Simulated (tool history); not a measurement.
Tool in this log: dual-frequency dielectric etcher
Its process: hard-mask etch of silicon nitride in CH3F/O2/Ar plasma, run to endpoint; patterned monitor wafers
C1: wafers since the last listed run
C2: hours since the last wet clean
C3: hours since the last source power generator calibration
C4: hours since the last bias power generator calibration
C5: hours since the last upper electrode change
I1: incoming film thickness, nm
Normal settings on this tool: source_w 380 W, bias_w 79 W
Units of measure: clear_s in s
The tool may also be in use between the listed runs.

{"run": 1, "hour": 0.0, "source_w": 420, "bias_w": 79, "C1": 0, "C2": 104.8, "C3": 2011.5, "C4": 3950.6, "C5": 5473.2, "I1": 55.5, "clear_s": 82}
{"run": 2, "hour": 64.0, "source_w": 420, "bias_w": 79, "C1": 707, "C2": 168.8, "C3": 2075.5, "C4": 4014.6, "C5": 5537.2, "I1": 55.1, "clear_s": 81.8}
{"run": 3, "hour": 88.7, "source_w": 380, "bias_w": 79, "C1": 273, "C2": 193.5, "C3": 2100.2, "C4": 4039.3, "C5": 5561.9, "I1": 55.4, "clear_s": 84.6}
{"run": 4, "hour": 139.1, "source_w": 380, "bias_w": 79, "C1": 557, "C2": 243.9, "C3": 2150.6, "C4": 4089.7, "C5": 5612.3, "I1": 55.3, "clear_s": 85.3}
{"run": 5, "hour": 181.8, "source_w": 380, "bias_w": 79, "C1": 472, "C2": 286.6, "C3": 2193.3, "C4": 4132.4, "C5": 5655, "I1": 55.4, "clear_s": 86.2}
{"run": 6, "hour": 229.1, "source_w": 450, "bias_w": 70, "C1": 522, "C2": 333.9, "C3": 2240.6, "C4": 4179.7, "C5": 5702.3, "I1": 54.9, "clear_s": 84.5}
{"run": 7, "hour": 257.4, "source_w": 450, "bias_w": 70, "C1": 312, "C2": 362.2, "C3": 2268.9, "C4": 4208, "C5": 5730.6, "I1": 55.6, "clear_s": 85}
{"run": 8, "hour": 301.4, "source_w": 450, "bias_w": 70, "C1": 486, "C2": 406.2, "C3": 2312.9, "C4": 4252, "C5": 5774.6, "I1": 55, "clear_s": 84.7}
{"run": 9, "hour": 358.4, "source_w": 380, "bias_w": 79, "C1": 630, "C2": 463.2, "C3": 2369.9, "C4": 4309, "C5": 5831.6, "I1": 54.8, "clear_s": 86.2}
{"run": 10, "hour": 390.5, "source_w": 380, "bias_w": 79, "C1": 354, "C2": 495.3, "C3": 2402, "C4": 4341.1, "C5": 5863.7, "I1": 54.9, "clear_s": 87.6}
{"hour": 424.0, "done": "wet clean of the chamber"}
{"run": 11, "hour": 460.0, "source_w": 380, "bias_w": 79, "C1": 503, "C2": 36, "C3": 2471.5, "C4": 4410.6, "C5": 5933.2, "I1": 55, "clear_s": 82.9}
{"run": 12, "hour": 530.1, "source_w": 380, "bias_w": 79, "C1": 774, "C2": 106.1, "C3": 2541.6, "C4": 4480.7, "C5": 6003.3, "I1": 55.7, "clear_s": 83.9}
{"hour": 549.6, "done": "bias power generator calibrated"}
{"run": 13, "hour": 591.3, "source_w": 470, "bias_w": 84, "C1": 632, "C2": 167.3, "C3": 2602.8, "C4": 41.7, "C5": 6064.5, "I1": 55.4, "clear_s": 78.2}
{"run": 14, "hour": 624.0, "source_w": 380, "bias_w": 79, "C1": 361, "C2": 200, "C3": 2635.5, "C4": 74.4, "C5": 6097.2, "I1": 54.7, "clear_s": 83.9}
{"hour": 672.8, "done": "upper electrode replaced, of another model than before"}
{"run": 15, "hour": 693.0, "source_w": 380, "bias_w": 86, "C1": 497, "C2": 269, "C3": 2704.5, "C4": 143.4, "C5": 20.2, "I1": 54.6, "clear_s": 80.9}
{"run": 16, "hour": 761.5, "source_w": 470, "bias_w": 63, "C1": 757, "C2": 337.5, "C3": 2773, "C4": 211.9, "C5": 88.7, "I1": 55, "clear_s": 86.1}
{"run": 17, "hour": 829.2, "source_w": 380, "bias_w": 98, "C1": 748, "C2": 405.2, "C3": 2840.7, "C4": 279.6, "C5": 156.4, "I1": 54.9, "clear_s": 78.3}
{"run": 18, "hour": 869.9, "source_w": 300, "bias_w": 79, "C1": 449, "C2": 445.9, "C3": 2881.4, "C4": 320.3, "C5": 197.1, "I1": 54.9, "clear_s": 95.6}
{"run": 19, "hour": 910.4, "source_w": 330, "bias_w": 66, "C1": 447, "C2": 486.4, "C3": 2921.9, "C4": 360.8, "C5": 237.6, "I1": 55.1, "clear_s": 100.5}
{"run": 20, "hour": 956.8, "source_w": 380, "bias_w": 88, "C1": 512, "C2": 532.8, "C3": 2968.3, "C4": 407.2, "C5": 284, "I1": 56, "clear_s": 85.3}
{"run": 21, "hour": 989.1, "source_w": 380, "bias_w": 60, "C1": 357, "C2": 565.1, "C3": 3000.6, "C4": 439.5, "C5": 316.3, "I1": 55.7, "clear_s": 101.3}
{"run": 22, "hour": 1039.9, "source_w": 380, "bias_w": 79, "C1": 561, "C2": 615.9, "C3": 3051.4, "C4": 490.3, "C5": 367.1, "I1": 56, "clear_s": 89.8}
{"hour": 1082.0, "done": "wet clean of the chamber"}
{"run": 23, "hour": 1100.4, "source_w": 340, "bias_w": 90, "C1": 403, "C2": 18.4, "C3": 3111.9, "C4": 550.8, "C5": 427.6, "I1": 55.6, "clear_s": 82.7}
{"run": 24, "hour": 1170.0, "source_w": 430, "bias_w": 95, "C1": 769, "C2": 88, "C3": 3181.5, "C4": 620.4, "C5": 497.2, "I1": 55, "clear_s": 72}
{"run": 25, "hour": 1241.1, "source_w": 380, "bias_w": 95, "C1": 786, "C2": 159.1, "C3": 3252.6, "C4": 691.5, "C5": 568.3, "I1": 55.3, "clear_s": 77.2}
{"run": 26, "hour": 1293.3, "source_w": 380, "bias_w": 79, "C1": 577, "C2": 211.3, "C3": 3304.8, "C4": 743.7, "C5": 620.5, "I1": 55.8, "clear_s": 84.9}
{"hour": 1317.0, "done": "source power generator calibrated"}
{"run": 27, "hour": 1340.4, "source_w": 300, "bias_w": 64, "C1": 476, "C2": 258.4, "C3": 23.4, "C4": 790.8, "C5": 667.6, "I1": 55.3, "clear_s": 103.2}
{"run": 28, "hour": 1407.2, "source_w": 320, "bias_w": 65, "C1": 738, "C2": 325.2, "C3": 90.2, "C4": 857.6, "C5": 734.4, "I1": 55.6, "clear_s": 101.3}
{"run": 29, "hour": 1455.3, "source_w": 380, "bias_w": 79, "C1": 531, "C2": 373.3, "C3": 138.3, "C4": 905.7, "C5": 782.5, "I1": 54.8, "clear_s": 84.8}
{"run": 30, "hour": 1509.6, "source_w": 470, "bias_w": 97, "C1": 600, "C2": 427.6, "C3": 192.6, "C4": 960, "C5": 836.8, "I1": 54.9, "clear_s": 70.4}
{"run": 31, "hour": 1579.8, "source_w": 380, "bias_w": 79, "C1": 776, "C2": 497.8, "C3": 262.8, "C4": 1030.2, "C5": 907, "I1": 54.7, "clear_s": 85.4}
{"hour": 1639.2, "done": "wet clean of the chamber"}
{"run": 32, "hour": 1639.7, "source_w": 410, "bias_w": 66, "C1": 396, "C2": 0.5, "C3": 322.7, "C4": 1090.1, "C5": 966.9, "I1": 55.4, "clear_s": 86.6}
{"run": 33, "hour": 1702.8, "source_w": 330, "bias_w": 79, "C1": 697, "C2": 63.6, "C3": 385.8, "C4": 1153.2, "C5": 1030, "I1": 54.7, "clear_s": 87.9}
{"run": 34, "hour": 1764.1, "source_w": 380, "bias_w": 69, "C1": 677, "C2": 124.9, "C3": 447.1, "C4": 1214.5, "C5": 1091.3, "I1": 55, "clear_s": 87.8}
{"run": 35, "hour": 1830.3, "source_w": 380, "bias_w": 79, "C1": 731, "C2": 191.1, "C3": 513.3, "C4": 1280.7, "C5": 1157.5, "I1": 55.4, "clear_s": 84.9}

Estimate the outcome of run 36 from the log above:
{"run": 36, "hour": 1889.3, "source_w": 340, "bias_w": 96, "C1": 652, "C2": 250.1, "C3": 572.3, "C4": 1339.7, "C5": 1216.5, "I1": 54.7, "clear_s": "?"}

clear_s: 80.5 s
The same run, on a tool lacking any hidden state, would have yielded clear_s 78.6 s.

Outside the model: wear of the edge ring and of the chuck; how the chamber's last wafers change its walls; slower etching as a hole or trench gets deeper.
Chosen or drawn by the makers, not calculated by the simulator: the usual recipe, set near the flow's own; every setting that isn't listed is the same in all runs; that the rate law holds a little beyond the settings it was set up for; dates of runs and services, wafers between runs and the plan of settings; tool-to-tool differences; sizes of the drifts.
